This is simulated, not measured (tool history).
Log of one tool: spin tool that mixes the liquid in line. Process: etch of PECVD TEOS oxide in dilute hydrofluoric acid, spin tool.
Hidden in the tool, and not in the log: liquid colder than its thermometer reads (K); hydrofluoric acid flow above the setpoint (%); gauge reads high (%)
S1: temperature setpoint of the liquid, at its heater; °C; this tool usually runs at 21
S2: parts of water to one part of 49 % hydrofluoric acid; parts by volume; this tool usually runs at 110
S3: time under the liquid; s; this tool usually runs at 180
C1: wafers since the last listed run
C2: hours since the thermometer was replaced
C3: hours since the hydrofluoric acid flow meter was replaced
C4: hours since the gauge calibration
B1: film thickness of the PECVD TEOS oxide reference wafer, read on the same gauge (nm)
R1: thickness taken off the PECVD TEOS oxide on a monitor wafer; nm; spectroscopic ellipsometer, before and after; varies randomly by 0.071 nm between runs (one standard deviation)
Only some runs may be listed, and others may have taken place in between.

Run 1, day 0: usual settings; C1 0; C2 1225.6; C3 1149.3; C4 39.9; B1 120. Result: R1 12.07 nm.
Run 2, day 0.308: usual settings but S1 17.5 °C; C1 68; C2 1233; C3 1156.7; C4 47.3; B1 120. Result: R1 10.39 nm.
Run 3, day 0.712: usual settings but S1 17.5 °C; C1 90; C2 1242.7; C3 1166.4; C4 57; B1 120. Result: R1 10.35 nm.
Run 4, day 1.05: usual settings but S1 19 °C; C1 75; C2 1250.8; C3 1174.5; C4 65.1; B1 119.99. Result: R1 11.08 nm.
Run 5, day 1.408: usual settings; C1 79; C2 1259.4; C3 1183.1; C4 73.7; B1 120.01. Result: R1 12.07 nm.
Run 6, day 1.783: usual settings; C1 83; C2 1268.4; C3 1192.1; C4 82.7; B1 120. Result: R1 12.08 nm.
Run 7, day 2.242: usual settings; C1 102; C2 1279.4; C3 1203.1; C4 93.7; B1 119.99. Result: R1 12.06 nm.
Run 8, day 2.7: usual settings; C1 102; C2 1290.4; C3 1214.1; C4 104.7; B1 119.98. Result: R1 12.04 nm.
Run 9, day 3.375: usual settings but S2 140 parts by volume; C1 150; C2 1306.6; C3 1230.3; C4 120.9; B1 120. Result: R1 9.17 nm.
Run 10, day 3.812: usual settings but S2 140 parts by volume; C1 97; C2 1317.1; C3 1240.8; C4 131.4; B1 120.01. Result: R1 9.08 nm.
At day 4.383: hydrofluoric acid flow meter replaced.
Run 11, day 4.521: usual settings but S1 22 °C, S2 125 parts by volume; C1 148; C2 1334.1; C3 3.3; C4 148.4; B1 119.98. Result: R1 10.72 nm.
Run 12, day 5.008: usual settings but S2 145 parts by volume; C1 108; C2 1345.8; C3 15; C4 160.1; B1 120.01. Result: R1 8.75 nm.
Run 13, day 5.738: usual settings but S1 22.5 °C, S2 155 parts by volume, S3 210 s; C1 162; C2 1363.3; C3 32.5; C4 177.6; B1 120.01. Result: R1 10.03 nm.
At day 6.283: gauge calibrated.
Run 14, day 6.425: usual settings but S1 23.5 °C, S3 220 s; C1 153; C2 1379.8; C3 49; C4 3.4; B1 120.01. Result: R1 16.01 nm.
Run 15, day 7.15: usual settings; C1 161; C2 1397.2; C3 66.4; C4 20.8; B1 119.99. Result: R1 11.96 nm.
Run 16, day 7.8: usual settings; C1 144; C2 1412.8; C3 82; C4 36.4; B1 120. Result: R1 11.75 nm.
At day 8.296: thermometer replaced.
Run 17, day 8.317: usual settings; C1 105; C2 0.5; C3 94.4; C4 48.8; B1 119.99. Result: R1 13.38 nm.
Run 18, day 8.825: usual settings but S1 24.5 °C, S2 165 parts by volume, S3 115 s; C1 113; C2 12.7; C3 106.6; C4 61; B1 120.01. Result: R1 6.13 nm.
Run 19, day 9.546: usual settings; C1 160; C2 30; C3 123.9; C4 78.3; B1 120.01. Result: R1 13.24 nm.
Run 20, day 9.796: usual settings but S2 60 parts by volume; C1 55; C2 36; C3 129.9; C4 84.3; B1 120.02. Result: R1 25.76 nm.
Run 21, day 10.417: usual settings but S2 95 parts by volume, S3 290 s; C1 138; C2 50.9; C3 144.8; C4 99.2; B1 120.01. Result: R1 25.1 nm.
Run 22, day 11.079: usual settings but S1 18.5 °C, S2 160 parts by volume, S3 120 s; C1 147; C2 66.8; C3 160.7; C4 115.1; B1 120.01. Result: R1 5.28 nm.

Forecast each of these 3 alternatives for the next run:
Run A, day 11.1: usual settings; C1 4; C2 67.3; C3 161.2; C4 115.6; B1 ?. Result: R1 ?.
Run B, day 11.1: usual settings but S1 24 °C, S3 245 s; C1 4; C2 67.3; C3 161.2; C4 115.6; B1 ?. Result: R1 ?.
Run C, day 11.1: usual settings but S3 75 s; C1 4; C2 67.3; C3 161.2; C4 115.6; B1 ?. Result: R1 ?.

run   B1     R1
  A  120   13.2
  B  120  20.26
  C  120    5.5
Stripped of hidden state, with their random variation kept, the same runs would have yielded:
run     R1
  A  13.36
  B   20.5
  C   5.57

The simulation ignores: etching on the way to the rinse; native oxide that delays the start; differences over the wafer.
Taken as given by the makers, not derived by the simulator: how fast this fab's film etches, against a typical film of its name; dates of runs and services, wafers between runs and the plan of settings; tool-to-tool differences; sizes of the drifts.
